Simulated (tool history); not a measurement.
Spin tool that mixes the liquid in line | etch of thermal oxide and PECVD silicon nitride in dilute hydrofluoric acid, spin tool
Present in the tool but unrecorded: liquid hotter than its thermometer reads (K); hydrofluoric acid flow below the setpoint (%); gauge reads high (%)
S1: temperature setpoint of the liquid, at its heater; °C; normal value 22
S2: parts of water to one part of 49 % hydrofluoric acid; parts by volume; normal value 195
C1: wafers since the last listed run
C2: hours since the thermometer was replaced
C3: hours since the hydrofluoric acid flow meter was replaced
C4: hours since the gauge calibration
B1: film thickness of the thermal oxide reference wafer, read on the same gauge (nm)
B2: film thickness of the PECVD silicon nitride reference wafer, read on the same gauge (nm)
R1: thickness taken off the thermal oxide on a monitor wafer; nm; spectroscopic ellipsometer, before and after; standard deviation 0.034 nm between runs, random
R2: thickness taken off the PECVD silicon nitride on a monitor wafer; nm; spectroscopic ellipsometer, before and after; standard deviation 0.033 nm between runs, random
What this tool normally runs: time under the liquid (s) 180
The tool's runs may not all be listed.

run 1 hour=0 | S1=22 S2=195 time_under_the_liquid_(s)=180 | C1=0 C2=339.8 C3=406 C4=625.5 | B1=100.025 B2=30 | R1=3.591 R2=1.613
run 2 hour=13.5 | S1=22 S2=195 time_under_the_liquid_(s)=180 | C1=126 C2=353.3 C3=419.5 C4=639 | B1=100.034 B2=30.017 | R1=3.558 R2=1.69
run 3 hour=29.8 | S1=22 S2=195 time_under_the_liquid_(s)=180 | C1=152 C2=369.6 C3=435.8 C4=655.3 | B1=100.067 B2=30.017 | R1=3.565 R2=1.688
run 4 hour=63.2 | S1=22 S2=195 time_under_the_liquid_(s)=180 | C1=313 C2=403 C3=469.2 C4=688.7 | B1=99.996 B2=29.975 | R1=3.579 R2=1.652
run 5 hour=79.1 | S1=22 S2=195 time_under_the_liquid_(s)=180 | C1=149 C2=418.9 C3=485.1 C4=704.6 | B1=100.052 B2=30.001 | R1=3.612 R2=1.678
run 6 hour=99.6 | S1=22 S2=195 time_under_the_liquid_(s)=180 | C1=192 C2=439.4 C3=505.6 C4=725.1 | B1=100.041 B2=30.009 | R1=3.598 R2=1.675
run 7 hour=116.4 | S1=22 S2=195 time_under_the_liquid_(s)=180 | C1=157 C2=456.2 C3=522.4 C4=741.9 | B1=100.001 B2=29.988 | R1=3.552 R2=1.702
run 8 hour=133.2 | S1=22 S2=160 time_under_the_liquid_(s)=230 | C1=157 C2=473 C3=539.2 C4=758.7 | B1=100.004 B2=30 | R1=5.677 R2=2.58
run 9 hour=167.7 | S1=22 S2=195 time_under_the_liquid_(s)=180 | C1=323 C2=507.5 C3=573.7 C4=793.2 | B1=99.98 B2=30.002 | R1=3.523 R2=1.589
run 10 hour=195.9 | S1=22 S2=195 time_under_the_liquid_(s)=285 | C1=264 C2=535.7 C3=601.9 C4=821.4 | B1=100.034 B2=30.002 | R1=5.671 R2=2.625
-- hour=198.9 thermometer replaced
run 11 hour=228.2 | S1=24 S2=195 time_under_the_liquid_(s)=265 | C1=293 C2=29.3 C3=634.2 C4=853.7 | B1=100.006 B2=30.032 | R1=5.649 R2=2.798
run 12 hour=252.3 | S1=22 S2=285 time_under_the_liquid_(s)=260 | C1=226 C2=53.4 C3=658.3 C4=877.8 | B1=100.053 B2=29.977 | R1=3.267 R2=1.695
-- hour=258 gauge calibrated
run 13 hour=286.9 | S1=18 S2=195 time_under_the_liquid_(s)=210 | C1=324 C2=88 C3=692.9 C4=28.9 | B1=100.007 B2=30.011 | R1=3.588 R2=1.482

For run 14, what comes out?
run 14 hour=315.3 | S1=20.5 S2=225 time_under_the_liquid_(s)=275 | C1=266 C2=116.4 C3=721.3 C4=57.3 | B1=? B2=? | R1=? R2=?

{"run 14": {"B1": 99.991, "B2": 29.968, "R1": 4.317, "R2": 1.972}}
With no hidden state in the tool, this same run would have given R1 4.317 nm, R2 1.972 nm.
